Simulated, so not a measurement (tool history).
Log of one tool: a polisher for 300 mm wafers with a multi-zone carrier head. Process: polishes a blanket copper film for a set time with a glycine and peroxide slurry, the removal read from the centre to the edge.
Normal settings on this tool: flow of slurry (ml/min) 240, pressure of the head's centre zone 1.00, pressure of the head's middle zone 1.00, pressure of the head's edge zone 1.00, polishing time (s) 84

run     day  flow of slurry (ml/min)  pressure of the head's centre zone  pressure of the head's middle zone  pressure of the head's edge zone  polishing time (s)  incoming thickness of the incoming film, nm  film removed at the wafer's centre (nm)  film removed at mid-radius (nm)  film removed at the wafer's edge (nm)
  1   0.000                      240                                1.00                                1.00                              1.00                  84                                       1431.4                                    281.3                            282.6                                  292.5
      0.438  -- centre zone pressure recalibrated
  2   1.125                      240                                1.00                                1.00                              1.00                  84                                       1443.9                                    279.3                            282.1                                  290.7
  3   2.246                      240                                1.00                                1.00                              1.00                  84                                       1426.2                                    276.8                            275.0                                  298.0
      2.438  -- slurry nozzle cleaned
      2.708  -- carrier head's membrane replaced by a new one
  4   3.075                      265                                1.00                                1.00                              0.94                  84                                       1426.3                                    301.0                            290.7                                  301.3
  5   3.742                      265                                1.00                                1.00                              0.94                  84                                       1457.4                                    300.1                            297.7                                  303.7
      4.058  -- worn pad replaced by a new one
  6   5.208                      240                                1.00                                1.00                              1.00                  97                                       1439.2                                    338.0                            337.6                                  350.5
  7   6.029                      240                                1.00                                1.00                              1.00                  97                                       1439.9                                    336.0                            339.9                                  349.7
      6.392  -- edge zone pressure recalibrated
  8   6.571                      240                                1.00                                1.00                              1.00                  63                                       1470.5                                    216.9                            220.7                                  219.3
  9   7.821                      240                                1.00                                0.91                              1.00                  84                                       1430.1                                    292.7                            271.4                                  307.0
 10   9.917                      195                                0.96                                1.11                              1.00                 110                                       1434.3                                    343.1                            391.7                                  394.2
 11  10.671                      320                                1.00                                1.00                              1.00                  84                                       1413.1                                    301.4                            295.2                                  314.8
     11.496  -- worn pad replaced by a new one
 12  11.929                      240                                1.00                                1.00                              1.07                  60                                       1426.4                                    206.3                            203.3                                  212.9
 13  15.358                      175                                1.00                                1.00                              1.00                  84                                       1426.8                                    262.9                            265.0                                  276.9
 14  16.250                      265                                1.00                                1.07                              1.06                  84                                       1446.4                                    285.3                            304.8                                  305.8
 15  16.858                      240                                1.00                                1.00                              1.11                  84                                       1444.8                                    282.7                            280.1                                  308.5
 16  17.562                      240                                1.00                                1.00                              1.00                  96                                       1449.6                                    324.0                            318.3                                  337.6
     19.042  -- worn pad replaced by a new one
 17  19.450                      240                                1.00                                1.00                              1.07                  60                                       1449.2                                    196.7                            199.6                                  210.3
 18  20.842                      240                                1.00                                1.00                              0.93                  84                                       1446.1                                    277.4                            281.2                                  283.2
 19  21.667                      265                                1.00                                1.00                              0.94                  84                                       1437.3                                    279.6                            280.0                                  288.1
     22.225  -- slurry nozzle cleaned
 20  22.242                      240                                0.89                                0.93                              1.00                  84                                       1454.0                                    262.4                            281.7                                  304.7
 21  23.029                      240                                0.96                                0.90                              1.11                  84                                       1439.2                                    286.7                            271.3                                  319.0
 22  23.538                      265                                1.00                                1.00                              0.94                  84                                       1451.9                                    294.2                            294.4                                  301.0
 23  24.996                      165                                0.93                                1.00                              1.00                  56                                       1449.2                                    169.0                            181.8                                  195.2

Consider 3 possible next runs. They are alternatives, not a sequence: every one starts from the tool as it was left by run 23. What does each give?
  A  25.017                      240                                0.90                                1.00                              1.00                  84                                       1425.6                                        ?                                ?                                      ?
  B  25.017                      240                                1.00                                1.11                              1.00                  84                                       1425.6                                        ?                                ?                                      ?
  C  25.017                      240                                1.00                                1.09                              1.00                  84                                       1425.6                                        ?                                ?                                      ?

run  film removed at the wafer's centre (nm)  film removed at mid-radius (nm)  film removed at the wafer's edge (nm)
  A                                    262.9                            286.3                                  296.3
  B                                    292.6                            310.6                                  295.9
  C                                    292.6                            306.1                                  296.0
What these runs would have given with no unlogged condition in the tool:
run  film removed at the wafer's centre (nm)  film removed at mid-radius (nm)  film removed at the wafer's edge (nm)
  A                                    267.1                            290.4                                  299.5
  B                                    297.3                            315.0                                  299.1
  C                                    297.2                            310.5                                  299.2
